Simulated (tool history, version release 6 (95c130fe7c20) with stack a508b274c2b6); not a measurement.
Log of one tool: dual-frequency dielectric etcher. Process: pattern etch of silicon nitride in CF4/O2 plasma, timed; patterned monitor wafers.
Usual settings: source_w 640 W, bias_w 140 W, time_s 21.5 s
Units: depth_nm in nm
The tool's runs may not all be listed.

run	day	source_w	bias_w	time_s	read-back reference wafer on the same gauge, depth_nm	depth_nm
1	0.000	640	140	21.5	43.96	44.62
# day 1.092: wet clean of the chamber
2	2.342	640	140	19.0	43.98	39.49
3	4.400	640	140	21.5	43.91	44.46
4	7.471	640	140	21.5	43.92	44.61
5	9.533	640	140	21.5	43.88	44.79
6	12.250	640	140	21.5	43.88	45.21
7	16.075	640	140	21.5	43.91	44.93
# day 18.154: wet clean of the chamber
8	18.675	750	140	21.5	43.89	52.34
9	20.942	750	140	21.5	43.88	52.77
10	22.504	640	122	23.5	43.92	46.41
11	26.862	640	122	23.5	43.90	47.16
# day 31.038: bias power generator calibrated
12	31.233	550	109	21.5	43.90	35.51
13	33.171	700	170	15.0	43.89	36.34
# day 34.821: gauge calibrated
# day 37.717: wet clean of the chamber
14	37.738	560	140	23.5	43.94	42.03
# day 39.783: source power generator calibrated
15	40.217	640	140	21.5	43.91	44.84
# day 43.483: upper electrode replaced
16	43.504	640	140	21.5	43.91	44.30
17	44.583	640	140	17.5	43.95	36.26
18	47.258	760	112	15.0	43.89	34.74
19	50.046	640	140	21.5	43.91	44.57
# day 53.804: wet clean of the chamber
20	53.825	640	140	21.5	43.91	45.06
21	57.825	640	140	27.5	43.87	57.44
22	59.812	490	126	21.5	43.90	32.98

Forecast each of these 4 alternatives for the next run:
A	59.829	560	140	21.5	?	?
B	59.829	530	140	17.0	?	?
C	59.829	640	106	21.5	?	?
D	59.829	680	140	21.5	?	?

run	read-back reference wafer on the same gauge, depth_nm	depth_nm
A	43.89	39.12
B	43.89	29.17
C	43.89	41.36
D	43.89	47.88
Without the tool's hidden state the same runs would have given:
run	depth_nm
A	39.12
B	29.17
C	41.36
D	47.88
